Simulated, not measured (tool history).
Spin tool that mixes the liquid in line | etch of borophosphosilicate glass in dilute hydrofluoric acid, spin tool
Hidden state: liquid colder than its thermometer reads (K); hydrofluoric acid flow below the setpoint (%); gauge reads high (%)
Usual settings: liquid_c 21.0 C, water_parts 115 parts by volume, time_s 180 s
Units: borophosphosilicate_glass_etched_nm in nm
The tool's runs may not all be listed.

run,hour,liquid_c,water_parts,time_s,wafers since the last listed run,hours since the thermometer was replaced,hours since the hydrofluoric acid flow meter was replaced,hours since the gauge calibration,"read-back film thickness of the borophosphosilicate glass reference wafer, read on the same gauge (nm)",borophosphosilicate_glass_etched_nm
1,0.0,21.0,115,180,0,1887.0,2079.5,49.9,79.94,36.60
2,32.8,21.0,115,180,190,1919.8,2112.3,82.7,80.03,36.87
3,60.6,21.0,115,230,161,1947.6,2140.1,110.5,80.03,46.61
4,85.8,21.0,115,230,146,1972.8,2165.3,135.7,79.98,46.57
5,102.0,21.0,115,180,93,1989.0,2181.5,151.9,79.96,36.20
6,118.3,21.0,115,180,94,2005.3,2197.8,168.2,79.97,36.37
7,150.6,21.0,115,180,187,2037.6,2230.1,200.5,79.99,36.50
8,175.9,21.0,115,180,146,2062.9,2255.4,225.8,80.00,36.01
9,199.7,21.0,115,180,138,2086.7,2279.2,249.6,80.00,35.91
10,227.7,21.0,115,180,162,2114.7,2307.2,277.6,80.05,35.99
# hour 234.5: hydrofluoric acid flow meter replaced
11,256.3,21.0,115,180,160,2143.3,21.8,306.2,79.99,40.78
12,285.1,21.0,115,180,167,2172.1,50.6,335.0,79.98,40.82
# hour 300.7: thermometer replaced
13,316.1,21.0,115,180,173,15.4,81.6,366.0,79.97,44.72
14,339.8,18.0,115,220,137,39.1,105.3,389.7,80.02,47.97
15,362.8,21.0,115,180,133,62.1,128.3,412.7,79.97,44.15
# hour 368.6: gauge calibrated
16,378.4,22.5,85,90,90,77.7,143.9,9.8,80.01,32.70

Forecast run 17:
17,408.9,24.0,85,180,176,108.2,174.4,40.3,?,?

{"run 17": {"read-back film thickness of the borophosphosilicate glass reference wafer, read on the same gauge (nm)": 79.98, "borophosphosilicate_glass_etched_nm": 69.76}}
Without the tool's hidden state the same run would have given borophosphosilicate_glass_etched_nm 72.77 nm.
